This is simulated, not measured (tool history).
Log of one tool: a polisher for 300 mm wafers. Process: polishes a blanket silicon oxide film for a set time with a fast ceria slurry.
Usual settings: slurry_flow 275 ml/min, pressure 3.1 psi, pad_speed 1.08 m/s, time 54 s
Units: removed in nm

run	day	slurry_flow	pressure	pad_speed	time	incoming thickness of the incoming film, nm	removed
1	0.000	275	3.1	1.08	54	3645.2	802.3
2	0.467	275	3.1	1.08	54	3642.0	793.4
3	0.788	275	3.1	1.08	54	3598.1	792.1
4	1.162	275	3.1	1.08	54	3699.8	786.3
5	1.488	275	3.1	1.08	54	3608.0	804.9
6	2.096	275	3.1	1.08	54	3649.7	789.6
7	2.500	275	3.1	1.08	54	3593.0	787.3
# day 2.804: slurry nozzle cleaned
8	2.912	275	3.1	1.08	54	3647.3	790.1
9	3.492	195	3.9	1.08	42	3604.6	735.9
10	4.217	275	2.7	1.32	54	3659.2	774.4
11	4.671	275	3.9	1.08	54	3648.6	992.6
# day 5.238: worn pad replaced by a new one, of another model than before
# day 5.288: head pressure recalibrated
12	5.308	275	2.7	1.26	47	3667.6	824.7
13	5.679	180	4.1	0.92	71	3616.7	1046.3
14	6.088	275	3.1	1.08	54	3652.9	881.4
15	6.604	275	3.1	1.08	54	3612.0	881.6
16	7.138	275	3.1	1.08	54	3663.7	882.1
17	7.400	185	3.1	1.08	54	3649.3	803.0

Some steps in removed between neighbouring runs. How much of each would the tool show without its hidden state too (settings, what came in, random variation), and how much is left for the hidden state, with any gauge scatter that isn't in both results?
The hidden state here: removal rate lost through wear of the pad, %; slurry flow missing at the pad, %; deviation of the head's pressure from its setpoint, %.
Run 11 -> 12: pressure 3.9 -> 2.7, pad_speed 1.08 -> 1.26, time 54 -> 47, worn pad replaced by a new one, of another model than before, head pressure recalibrated. removed -167.9 nm: hidden state +136.0, all else -303.9.
Run 12 -> 13: slurry_flow 275 -> 180, pressure 2.7 -> 4.1, pad_speed 1.26 -> 0.92, time 47 -> 71. removed +221.6 nm: hidden state -1.1, all else +222.7.

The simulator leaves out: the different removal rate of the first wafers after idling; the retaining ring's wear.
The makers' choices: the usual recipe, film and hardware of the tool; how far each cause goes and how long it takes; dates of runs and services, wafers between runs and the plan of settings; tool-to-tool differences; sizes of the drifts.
